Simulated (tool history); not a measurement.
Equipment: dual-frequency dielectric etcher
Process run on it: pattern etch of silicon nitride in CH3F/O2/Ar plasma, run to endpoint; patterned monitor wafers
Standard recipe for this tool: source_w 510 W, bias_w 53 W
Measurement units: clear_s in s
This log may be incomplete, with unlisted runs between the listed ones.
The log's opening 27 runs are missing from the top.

run   hour  source_w  bias_w  wafers since the last listed run  hours since the last wet clean  hours since the last source power generator calibration  hours since the last bias power generator calibration  hours since the last upper electrode change  incoming incoming film thickness, nm  clear_s
 28  326.6       570      42                               120                            49.8                                                    175.7                                                    160                                        135.6                                 32.41     50.5
 29  339.8       470      65                               157                              63                                                    188.9                                                  173.2                                        148.8                                 31.93     47.3
 30  352.2       450      48                               147                            75.4                                                    201.3                                                  185.6                                        161.2                                 32.07     52.2
 31  366.3       510      49                               168                            89.5                                                    215.4                                                  199.7                                        175.3                                 31.92     49.8
 32  381.2       410      63                               177                           104.4                                                    230.3                                                  214.6                                        190.2                                 32.11     50.4
 33  395.4       430      59                               169                           118.6                                                    244.5                                                  228.8                                        204.4                                 32.48     51.1
 34  406.7       510      53                               134                           129.9                                                    255.8                                                  240.1                                        215.7                                 32.13     49.3
 35    414       460      66                                87                           137.2                                                    263.1                                                  247.4                                          223                                 32.29     48.2

Alternative continuations, all from the tool just after run 35; predict every row:
  A  414.4       640      53                                 4                           137.6                                                    263.5                                                  247.8                                        223.4                                 32.18        ?
  B  414.4       560      49                                 4                           137.6                                                    263.5                                                  247.8                                        223.4                                 32.18        ?
  C  414.4       570      44                                 4                           137.6                                                    263.5                                                  247.8                                        223.4                                 32.18        ?
  D  414.4       510      62                                 4                           137.6                                                    263.5                                                  247.8                                        223.4                                 32.18        ?

run  clear_s
  A     46.1
  B     49.2
  C     50.3
  D     47.6
With the hidden condition removed and each run's random variation left untouched, the same runs would have given:
run  clear_s
  A     45.9
  B     48.9
  C       50
  D     47.3

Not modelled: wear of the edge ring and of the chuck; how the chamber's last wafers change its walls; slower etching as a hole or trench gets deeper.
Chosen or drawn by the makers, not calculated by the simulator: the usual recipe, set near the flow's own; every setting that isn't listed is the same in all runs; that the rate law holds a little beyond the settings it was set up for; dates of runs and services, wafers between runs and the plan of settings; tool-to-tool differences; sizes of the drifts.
